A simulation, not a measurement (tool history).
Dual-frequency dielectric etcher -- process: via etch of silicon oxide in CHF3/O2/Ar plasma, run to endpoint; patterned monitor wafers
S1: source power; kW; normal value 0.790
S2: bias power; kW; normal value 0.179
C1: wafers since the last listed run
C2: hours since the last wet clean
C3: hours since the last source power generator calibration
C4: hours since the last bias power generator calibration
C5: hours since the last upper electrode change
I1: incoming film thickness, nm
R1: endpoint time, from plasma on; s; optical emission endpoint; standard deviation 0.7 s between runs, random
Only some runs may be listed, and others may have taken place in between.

run	hour	S1	S2	C1	C2	C3	C4	C5	I1	R1
1	0.0	0.790	0.179	0	281.4	2626.4	4954.3	3595.2	486.8	236.5
2	99.8	0.790	0.179	324	381.2	2726.2	5054.1	3695.0	490.6	237.8
3	143.0	0.790	0.179	140	424.4	2769.4	5097.3	3738.2	493.2	239.9
# hour 181.4: wet clean of the chamber
4	241.0	0.790	0.179	240	59.6	2867.4	5195.3	3836.2	490.2	234.8
5	284.9	0.790	0.179	142	103.5	2911.3	5239.2	3880.1	486.9	232.6
6	324.5	0.790	0.179	128	143.1	2950.9	5278.8	3919.7	482.9	231.3
7	390.2	0.790	0.179	213	208.8	3016.6	5344.5	3985.4	488.8	234.0
# hour 422.1: bias power generator calibrated
8	494.1	0.790	0.179	324	312.7	3120.5	72.0	4089.3	490.0	236.1
9	538.8	0.990	0.195	145	357.4	3165.2	116.7	4134.0	488.2	212.3
# hour 624.4: source power generator calibrated
10	629.2	0.650	0.179	280	447.8	4.8	207.1	4224.4	486.8	251.5
# hour 659.4: wet clean of the chamber
11	693.6	0.690	0.158	131	34.2	69.2	271.5	4288.8	492.9	258.1
12	750.4	0.790	0.194	184	91.0	126.0	328.3	4345.6	492.8	231.4
13	832.9	0.620	0.140	268	173.5	208.5	410.8	4428.1	487.5	275.3
# hour 868.1: upper electrode replaced
14	873.3	0.790	0.179	53	213.9	248.9	451.2	5.2	490.2	236.4
15	956.3	0.930	0.179	269	296.9	331.9	534.2	88.2	484.3	221.2
16	1054.9	0.850	0.208	320	395.5	430.5	632.8	186.8	481.3	216.4
# hour 1127.1: wet clean of the chamber
17	1145.8	0.620	0.140	217	18.7	521.4	723.7	277.7	488.3	276.1

What if the next run were any one of these 5? Each begins from the tool's condition after run 17:
A	1146.3	0.790	0.200	1	19.2	521.9	724.2	278.2	488.2	?
B	1146.3	0.920	0.151	1	19.2	521.9	724.2	278.2	488.2	?
C	1146.3	0.930	0.162	1	19.2	521.9	724.2	278.2	488.2	?
D	1146.3	0.970	0.218	1	19.2	521.9	724.2	278.2	488.2	?
E	1146.3	0.630	0.163	1	19.2	521.9	724.2	278.2	488.2	?

run	R1
A	227.1
B	235.7
C	229.6
D	205.1
E	263.0
What these runs would have given with no unlogged condition in the tool:
run	R1
A	226.9
B	235.5
C	229.4
D	205.0
E	262.7

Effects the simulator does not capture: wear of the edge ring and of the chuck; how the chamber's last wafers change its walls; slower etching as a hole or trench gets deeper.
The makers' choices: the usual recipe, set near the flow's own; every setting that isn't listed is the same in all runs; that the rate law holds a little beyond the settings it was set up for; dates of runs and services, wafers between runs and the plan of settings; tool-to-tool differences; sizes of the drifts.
